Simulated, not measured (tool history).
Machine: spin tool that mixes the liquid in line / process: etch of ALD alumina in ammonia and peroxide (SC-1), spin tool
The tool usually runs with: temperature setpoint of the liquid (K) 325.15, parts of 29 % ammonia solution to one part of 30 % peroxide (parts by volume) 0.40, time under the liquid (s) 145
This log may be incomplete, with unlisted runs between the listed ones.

run	hour	temperature setpoint of the liquid (K)	parts of 29 % ammonia solution to one part of 30 % peroxide (parts by volume)	time under the liquid (s)	read-back film thickness of the ALD alumina reference wafer, read on the same gauge (nm)	thickness taken off the ALD alumina on a monitor wafer (angstrom)
1	0.0	325.15	0.40	145	140.01	59.2
2	30.4	325.15	0.40	145	140.03	58.9
3	46.0	325.15	0.30	145	140.01	56.2
4	62.1	325.15	0.30	145	140.00	58.0
# hour 78.6: thermometer replaced
5	81.6	325.15	0.30	145	139.99	52.6
6	113.1	325.15	0.40	145	139.99	54.5
7	132.3	325.15	0.40	145	140.00	53.7
8	144.7	325.15	0.40	145	140.00	54.4
# hour 157.1: gauge calibrated
9	160.0	325.15	0.40	145	140.02	55.3
10	199.7	325.15	0.40	145	140.01	54.6
11	220.8	320.15	0.20	230	139.98	59.7
12	234.3	328.15	0.45	145	140.00	64.2
# hour 236.5: thermometer replaced, repeated, since the last time left the tool worse
# hour 260.2: heated supply line repaired
# hour 260.7: ammonia flow meter replaced
13	261.2	329.65	0.40	75	139.99	42.0
14	289.2	325.15	0.40	80	140.02	34.6
15	301.4	333.15	0.25	145	140.00	95.4
16	316.7	332.15	0.40	110	140.00	69.5
# hour 322.3: new drum of ammonia solution connected
17	337.3	325.15	0.40	145	140.01	63.8
18	355.0	325.15	0.40	145	139.99	64.8
19	377.3	328.15	0.45	215	139.99	113.5
20	393.3	316.65	0.30	120	140.00	31.1
21	406.2	318.15	0.20	75	139.99	20.8
22	439.1	330.15	0.30	70	140.00	38.8
23	474.9	325.15	0.40	145	140.00	63.5
24	497.2	325.15	0.40	215	139.99	94.0

5 ways to go on from here, each from the tool as it stands after run 24. What would each give?
A	497.7	325.15	0.20	145	?	?
B	497.7	325.15	0.55	70	?	?
C	497.7	328.65	0.40	145	?	?
D	497.7	325.15	0.40	95	?	?
E	497.7	320.15	0.20	90	?	?

run	read-back film thickness of the ALD alumina reference wafer, read on the same gauge (nm)	thickness taken off the ALD alumina on a monitor wafer (angstrom)
A	140.01	57.7
B	140.01	30.6
C	140.01	74.4
D	140.01	40.4
E	140.01	27.1
Stripped of hidden state, with their random variation kept, the same runs would have yielded:
run	thickness taken off the ALD alumina on a monitor wafer (angstrom)
A	59.2
B	31.5
C	76.3
D	41.4
E	27.9

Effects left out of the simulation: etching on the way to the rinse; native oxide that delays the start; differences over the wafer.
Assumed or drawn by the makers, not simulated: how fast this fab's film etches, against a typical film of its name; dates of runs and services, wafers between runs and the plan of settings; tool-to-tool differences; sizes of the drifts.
